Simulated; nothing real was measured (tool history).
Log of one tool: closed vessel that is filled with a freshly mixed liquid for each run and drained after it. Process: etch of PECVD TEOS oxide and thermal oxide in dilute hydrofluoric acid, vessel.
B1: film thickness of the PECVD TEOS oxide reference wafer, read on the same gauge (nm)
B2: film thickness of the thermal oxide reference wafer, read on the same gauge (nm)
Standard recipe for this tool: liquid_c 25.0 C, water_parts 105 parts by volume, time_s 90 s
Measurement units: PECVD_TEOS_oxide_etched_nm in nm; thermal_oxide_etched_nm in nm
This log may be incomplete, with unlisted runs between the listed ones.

{"run": 1, "day": 0.0, "liquid_c": 24.0, "water_parts": 105, "time_s": 65, "B1": 50.02, "B2": 69.979, "PECVD_TEOS_oxide_etched_nm": 10.17, "thermal_oxide_etched_nm": 2.741}
{"run": 2, "day": 1.804, "liquid_c": 25.0, "water_parts": 85, "time_s": 130, "B1": 50.06, "B2": 69.999, "PECVD_TEOS_oxide_etched_nm": 26.64, "thermal_oxide_etched_nm": 7.223}
{"run": 3, "day": 3.171, "liquid_c": 25.0, "water_parts": 85, "time_s": 130, "B1": 49.99, "B2": 70.015, "PECVD_TEOS_oxide_etched_nm": 26.65, "thermal_oxide_etched_nm": 7.29}
{"run": 4, "day": 4.304, "liquid_c": 25.0, "water_parts": 85, "time_s": 130, "B1": 49.98, "B2": 70.002, "PECVD_TEOS_oxide_etched_nm": 27.1, "thermal_oxide_etched_nm": 7.278}
{"run": 5, "day": 7.033, "liquid_c": 25.0, "water_parts": 105, "time_s": 90, "B1": 50.01, "B2": 70.049, "PECVD_TEOS_oxide_etched_nm": 14.53, "thermal_oxide_etched_nm": 3.956}
{"run": 6, "day": 9.158, "liquid_c": 25.0, "water_parts": 105, "time_s": 90, "B1": 49.98, "B2": 69.946, "PECVD_TEOS_oxide_etched_nm": 14.51, "thermal_oxide_etched_nm": 3.929}
{"run": 7, "day": 11.262, "liquid_c": 25.0, "water_parts": 105, "time_s": 90, "B1": 50.02, "B2": 70.026, "PECVD_TEOS_oxide_etched_nm": 14.62, "thermal_oxide_etched_nm": 3.962}
{"run": 8, "day": 13.504, "liquid_c": 26.5, "water_parts": 80, "time_s": 90, "B1": 50.05, "B2": 69.971, "PECVD_TEOS_oxide_etched_nm": 20.82, "thermal_oxide_etched_nm": 5.692}
{"run": 9, "day": 14.579, "liquid_c": 25.0, "water_parts": 105, "time_s": 90, "B1": 50.01, "B2": 69.997, "PECVD_TEOS_oxide_etched_nm": 14.27, "thermal_oxide_etched_nm": 3.971}
{"run": 10, "day": 17.162, "liquid_c": 25.0, "water_parts": 105, "time_s": 90, "B1": 50.01, "B2": 69.996, "PECVD_TEOS_oxide_etched_nm": 14.4, "thermal_oxide_etched_nm": 3.991}
{"day": 25.129, "done": "hydrofluoric acid flow meter replaced"}
{"run": 11, "day": 25.579, "liquid_c": 29.0, "water_parts": 155, "time_s": 50, "B1": 49.97, "B2": 70.036, "PECVD_TEOS_oxide_etched_nm": 5.97, "thermal_oxide_etched_nm": 1.634}
{"run": 12, "day": 27.846, "liquid_c": 28.5, "water_parts": 80, "time_s": 55, "B1": 50.0, "B2": 70.016, "PECVD_TEOS_oxide_etched_nm": 13.92, "thermal_oxide_etched_nm": 3.732}
{"day": 28.121, "done": "gauge calibrated"}
{"day": 28.442, "done": "thermometer replaced"}
{"run": 13, "day": 32.142, "liquid_c": 26.5, "water_parts": 140, "time_s": 65, "B1": 50.01, "B2": 70.014, "PECVD_TEOS_oxide_etched_nm": 8.11, "thermal_oxide_etched_nm": 2.175}
{"run": 14, "day": 34.304, "liquid_c": 22.5, "water_parts": 105, "time_s": 90, "B1": 50.02, "B2": 70.004, "PECVD_TEOS_oxide_etched_nm": 13.14, "thermal_oxide_etched_nm": 3.541}
{"run": 15, "day": 36.688, "liquid_c": 25.0, "water_parts": 105, "time_s": 90, "B1": 50.02, "B2": 70.01, "PECVD_TEOS_oxide_etched_nm": 14.5, "thermal_oxide_etched_nm": 3.958}
{"run": 16, "day": 39.492, "liquid_c": 28.0, "water_parts": 140, "time_s": 90, "B1": 49.94, "B2": 69.995, "PECVD_TEOS_oxide_etched_nm": 11.67, "thermal_oxide_etched_nm": 3.206}
{"run": 17, "day": 41.362, "liquid_c": 22.0, "water_parts": 65, "time_s": 145, "B1": 50.02, "B2": 69.979, "PECVD_TEOS_oxide_etched_nm": 35.23, "thermal_oxide_etched_nm": 9.666}
{"run": 18, "day": 43.004, "liquid_c": 23.5, "water_parts": 105, "time_s": 90, "B1": 50.0, "B2": 69.986, "PECVD_TEOS_oxide_etched_nm": 13.43, "thermal_oxide_etched_nm": 3.718}
{"run": 19, "day": 44.558, "liquid_c": 23.0, "water_parts": 90, "time_s": 130, "B1": 50.02, "B2": 69.955, "PECVD_TEOS_oxide_etched_nm": 23.1, "thermal_oxide_etched_nm": 6.375}
{"run": 20, "day": 45.571, "liquid_c": 25.0, "water_parts": 105, "time_s": 90, "B1": 50.01, "B2": 69.975, "PECVD_TEOS_oxide_etched_nm": 14.52, "thermal_oxide_etched_nm": 3.935}

Branching from run 20: 3 alternative next runs. What would each branch give?
{"run": "A", "day": 45.6, "liquid_c": 25.0, "water_parts": 105, "time_s": 90, "B1": "?", "B2": "?", "PECVD_TEOS_oxide_etched_nm": "?", "thermal_oxide_etched_nm": "?"}
{"run": "B", "day": 45.6, "liquid_c": 21.0, "water_parts": 150, "time_s": 55, "B1": "?", "B2": "?", "PECVD_TEOS_oxide_etched_nm": "?", "thermal_oxide_etched_nm": "?"}
{"run": "C", "day": 45.6, "liquid_c": 25.0, "water_parts": 65, "time_s": 125, "B1": "?", "B2": "?", "PECVD_TEOS_oxide_etched_nm": "?", "thermal_oxide_etched_nm": "?"}

run=A B1=49.98 B2=69.989 PECVD_TEOS_oxide_etched_nm=14.65 thermal_oxide_etched_nm=3.966
run=B B1=49.98 B2=69.989 PECVD_TEOS_oxide_etched_nm=5.08 thermal_oxide_etched_nm=1.377
run=C B1=49.98 B2=69.989 PECVD_TEOS_oxide_etched_nm=34.60 thermal_oxide_etched_nm=9.370
What these runs would have given with no unlogged condition in the tool:
run=A PECVD_TEOS_oxide_etched_nm=14.65 thermal_oxide_etched_nm=3.966
run=B PECVD_TEOS_oxide_etched_nm=5.08 thermal_oxide_etched_nm=1.377
run=C PECVD_TEOS_oxide_etched_nm=34.60 thermal_oxide_etched_nm=9.370

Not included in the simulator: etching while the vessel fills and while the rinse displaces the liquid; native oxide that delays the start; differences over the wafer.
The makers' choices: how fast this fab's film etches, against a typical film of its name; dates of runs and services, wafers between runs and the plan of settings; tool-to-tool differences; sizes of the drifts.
